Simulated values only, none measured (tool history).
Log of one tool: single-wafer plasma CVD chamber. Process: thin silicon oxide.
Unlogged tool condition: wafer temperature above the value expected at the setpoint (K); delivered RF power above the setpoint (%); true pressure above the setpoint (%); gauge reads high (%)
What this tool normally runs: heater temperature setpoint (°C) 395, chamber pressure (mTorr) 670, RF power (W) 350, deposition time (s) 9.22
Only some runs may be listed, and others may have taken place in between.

run	hour	heater temperature setpoint (°C)	chamber pressure (mTorr)	RF power (W)	deposition time (s)	wafers since the last listed run	hours since the last thermocouple change	hours since the last RF generator calibration	hours since the last manometer calibration	hours since the showerhead was replaced	hours since the gauge calibration	read-back reference wafer on the same gauge, thickness_nm	mean film thickness on the monitor wafer (nm)
1	0	395	670	350	9.22	0	1581.4	1870.5	1924.5	7190.8	156.2	13.695	15.157
2	15	395	670	350	9.22	846	1596.4	1885.5	1939.5	7205.8	171.2	13.699	15.075
3	29.6	395	670	350	9.22	823	1611	1900.1	1954.1	7220.4	185.8	13.699	15.059
4	41.8	395	670	350	10.68	688	1623.2	1912.3	1966.3	7232.6	198	13.707	17.516
5	59.2	395	611	295	9.22	981	1640.6	1929.7	1983.7	7250	215.4	13.692	12.916
6	65.8	395	611	295	9.22	372	1647.2	1936.3	1990.3	7256.6	222	13.703	12.827
# hour 84.5: RF generator calibrated
7	85	395	611	295	9.22	632	1666.4	0.5	2009.5	7275.8	241.2	13.694	12.739
8	97.9	408	670	350	9.22	728	1679.3	13.4	2022.4	7288.7	254.1	13.699	14.748
9	104.6	395	515	350	10.59	378	1686	20.1	2029.1	7295.4	260.8	13.695	13.098
10	110.8	391	670	330	9.22	349	1692.2	26.3	2035.3	7301.6	267	13.705	14.752
11	127.1	395	670	350	9.22	919	1708.5	42.6	2051.6	7317.9	283.3	13.716	14.959
12	134.4	395	670	350	9.22	411	1715.8	49.9	2058.9	7325.2	290.6	13.706	14.895
13	146.1	381	670	285	10.91	660	1727.5	61.6	2070.6	7336.9	302.3	13.7	16.532
14	160.9	395	670	350	9.22	835	1742.3	76.4	2085.4	7351.7	317.1	13.705	14.978
# hour 174.1: showerhead replaced
15	177.6	395	568	350	10.03	490	1759	93.1	2102.1	3.5	333.8	13.699	13.795
16	190.8	395	670	350	10.76	744	1772.2	106.3	2115.3	16.7	347	13.687	17.337
17	202	395	670	350	9.22	632	1783.4	117.5	2126.5	27.9	358.2	13.698	14.91
18	215.7	388	712	325	9.87	773	1797.1	131.2	2140.2	41.6	371.9	13.7	16.66
19	228	389	533	385	9.22	694	1809.4	143.5	2152.5	53.9	384.2	13.712	12.242
# hour 234.1: gauge calibrated
20	239.2	390	739	320	8.42	632	1820.6	154.7	2163.7	65.1	5.1	13.703	14.602
# hour 252.2: capacitance manometer re-zeroed and calibrated
21	255.4	395	549	350	8.06	462	1836.8	170.9	3.2	81.3	21.3	13.691	11.635
# hour 288.3: thermocouple changed; heater temperature recalibrated
22	288.8	395	670	350	10.14	1433	0.5	204.3	36.6	114.7	54.7	13.708	18
23	289.1	395	504	350	8.44	16	0.8	204.6	36.9	115	55	13.68	11.081
24	295.6	395	670	350	9.22	366	7.3	211.1	43.4	121.5	61.5	13.696	16.223
25	310.9	399	670	390	9.22	863	22.6	226.4	58.7	136.8	76.8	13.704	16.675
26	353.6	391	536	350	10.9	2409	65.3	269.1	101.4	179.5	119.5	13.71	15.337
27	368.7	388	670	350	9.22	852	80.4	284.2	116.5	194.6	134.6	13.693	16.431
28	378.2	388	788	350	7.8	536	89.9	293.7	126	204.1	144.1	13.705	15.992
29	393.2	403	618	320	9.22	846	104.9	308.7	141	219.1	159.1	13.712	14.434
30	409.9	388	567	350	8.5	942	121.6	325.4	157.7	235.8	175.8	13.697	12.682

Describe how what the log doesn't record of the tool's condition differs between the last listed run preceding each entry between runs and the first listed run following it.
Runs 6 to 7: RF generator calibrated (hour 84.5)
  true pressure above the setpoint (%): -6.23 -> -6.34
  measured value less the no-hidden-state value, mean film thickness on the monitor wafer (nm): -0.859 -> -0.869
Runs 14 to 15: showerhead replaced (hour 174.1)
  true pressure above the setpoint (%): -6.79 -> -6.89
  measured value less the no-hidden-state value, mean film thickness on the monitor wafer (nm): -1.098 -> -1.066
Runs 19 to 20: gauge calibrated (hour 234.1)
  true pressure above the setpoint (%): -7.19 -> -7.26
  measured value less the no-hidden-state value, mean film thickness on the monitor wafer (nm): -0.991 -> -1.099
Runs 20 to 21: capacitance manometer re-zeroed and calibrated (hour 252.2)
  true pressure above the setpoint (%): -7.26 -> 1.18
  measured value less the no-hidden-state value, mean film thickness on the monitor wafer (nm): -1.099 -> +0.143
Runs 21 to 22: thermocouple changed; heater temperature recalibrated (hour 288.3)
  no difference in the tool's unlogged condition between these two runs
  measured value less the no-hidden-state value, mean film thickness on the monitor wafer (nm): +0.143 -> +0.212
